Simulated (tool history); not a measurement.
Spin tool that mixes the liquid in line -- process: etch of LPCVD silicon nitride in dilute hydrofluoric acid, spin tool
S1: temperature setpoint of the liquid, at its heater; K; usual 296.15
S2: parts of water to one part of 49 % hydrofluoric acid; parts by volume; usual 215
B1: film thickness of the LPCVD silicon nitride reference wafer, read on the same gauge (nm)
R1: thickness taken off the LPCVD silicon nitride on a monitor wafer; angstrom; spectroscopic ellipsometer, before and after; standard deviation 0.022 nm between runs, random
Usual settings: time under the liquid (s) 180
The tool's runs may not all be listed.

Run 1, hour 0.0: usual settings but S2 140 parts by volume, time under the liquid (s) 135; B1 70.024. Result: R1 4.12 angstrom.
Run 2, hour 60.0: usual settings; B1 70.008. Result: R1 3.87 angstrom.
Run 3, hour 104.8: usual settings but S2 260 parts by volume; B1 70.013. Result: R1 3.21 angstrom.
At hour 175.5: thermometer replaced.
Run 4, hour 194.0: usual settings but S2 260 parts by volume; B1 70.003. Result: R1 3.23 angstrom.
Run 5, hour 282.0: usual settings but S2 260 parts by volume; B1 69.997. Result: R1 2.75 angstrom.
Run 6, hour 378.9: usual settings but S2 270 parts by volume, time under the liquid (s) 220; B1 70.006. Result: R1 3.21 angstrom.
At hour 430.5: hydrofluoric acid flow meter replaced.
Run 7, hour 453.4: usual settings but S2 270 parts by volume, time under the liquid (s) 220; B1 70.024. Result: R1 3.29 angstrom.
Run 8, hour 548.3: usual settings but S1 299.15 K, S2 295 parts by volume; B1 70.009. Result: R1 2.81 angstrom.
Run 9, hour 624.4: usual settings but S1 299.15 K, S2 295 parts by volume; B1 69.984. Result: R1 3.25 angstrom.
Run 10, hour 807.6: usual settings but S1 299.15 K, S2 295 parts by volume; B1 69.972. Result: R1 3.15 angstrom.
At hour 860.5: thermometer replaced.
Run 11, hour 917.9: usual settings but time under the liquid (s) 265; B1 69.983. Result: R1 5.03 angstrom.
Run 12, hour 983.5: usual settings but S1 294.15 K, S2 180 parts by volume, time under the liquid (s) 280; B1 69.987. Result: R1 6.06 angstrom.
Run 13, hour 1109.4: usual settings but S1 294.65 K, S2 145 parts by volume, time under the liquid (s) 225; B1 69.998. Result: R1 5.11 angstrom.
Run 14, hour 1162.2: usual settings but S1 297.65 K, S2 185 parts by volume, time under the liquid (s) 285; B1 69.987. Result: R1 6.39 angstrom.
Run 15, hour 1207.3: usual settings but S1 301.15 K, time under the liquid (s) 265; B1 70.013. Result: R1 7.66 angstrom.
Run 16, hour 1279.3: usual settings but S1 298.15 K, S2 300 parts by volume, time under the liquid (s) 80; B1 70.025. Result: R1 1.40 angstrom.
Run 17, hour 1375.0: usual settings but S1 301.15 K, time under the liquid (s) 265; B1 70.002. Result: R1 7.24 angstrom.
Run 18, hour 1459.4: usual settings but S1 292.15 K, S2 165 parts by volume, time under the liquid (s) 145; B1 69.969. Result: R1 2.67 angstrom.
At hour 1521.0: thermometer replaced.
Run 19, hour 1532.9: usual settings but time under the liquid (s) 130; B1 70.013. Result: R1 2.70 angstrom.
Run 20, hour 1590.0: usual settings but S1 292.65 K, S2 105 parts by volume, time under the liquid (s) 125; B1 70.011. Result: R1 3.64 angstrom.
At hour 1616.9: gauge calibrated.
Run 21, hour 1693.2: usual settings; B1 70.011. Result: R1 3.87 angstrom.
Run 22, hour 1792.2: usual settings but time under the liquid (s) 240; B1 70.011. Result: R1 4.88 angstrom.
Run 23, hour 1881.2: usual settings; B1 69.994. Result: R1 3.56 angstrom.
Run 24, hour 1978.9: usual settings; B1 69.991. Result: R1 3.47 angstrom.
Run 25, hour 2038.9: usual settings but time under the liquid (s) 225; B1 69.984. Result: R1 4.50 angstrom.
Run 26, hour 2127.9: usual settings but S1 297.65 K, S2 115 parts by volume, time under the liquid (s) 130; B1 69.969. Result: R1 4.84 angstrom.
Run 27, hour 2218.1: usual settings but S1 292.65 K, time under the liquid (s) 145; B1 70.018. Result: R1 2.31 angstrom.
At hour 2222.9: hydrofluoric acid flow meter replaced.
At hour 2311.2: thermometer replaced.
Run 28, hour 2325.1: usual settings but time under the liquid (s) 215; B1 70.026. Result: R1 4.28 angstrom.
Run 29, hour 2401.0: usual settings but S1 292.65 K; B1 70.024. Result: R1 2.85 angstrom.
Run 30, hour 2484.5: usual settings but S2 305 parts by volume; B1 69.988. Result: R1 2.54 angstrom.
Run 31, hour 2572.9: usual settings but time under the liquid (s) 145; B1 69.988. Result: R1 3.10 angstrom.
Run 32, hour 2639.4: usual settings but time under the liquid (s) 80; B1 70.016. Result: R1 1.55 angstrom.
Run 33, hour 2746.1: usual settings but S1 293.15 K; B1 69.971. Result: R1 2.77 angstrom.

List, for all runs, the conditions of the tool that the log does not record:
liquid colder than its thermometer reads (K): 0 in every run
hydrofluoric acid flow below the setpoint (%): 0 in every run
gauge reads high (%): 0 in every run
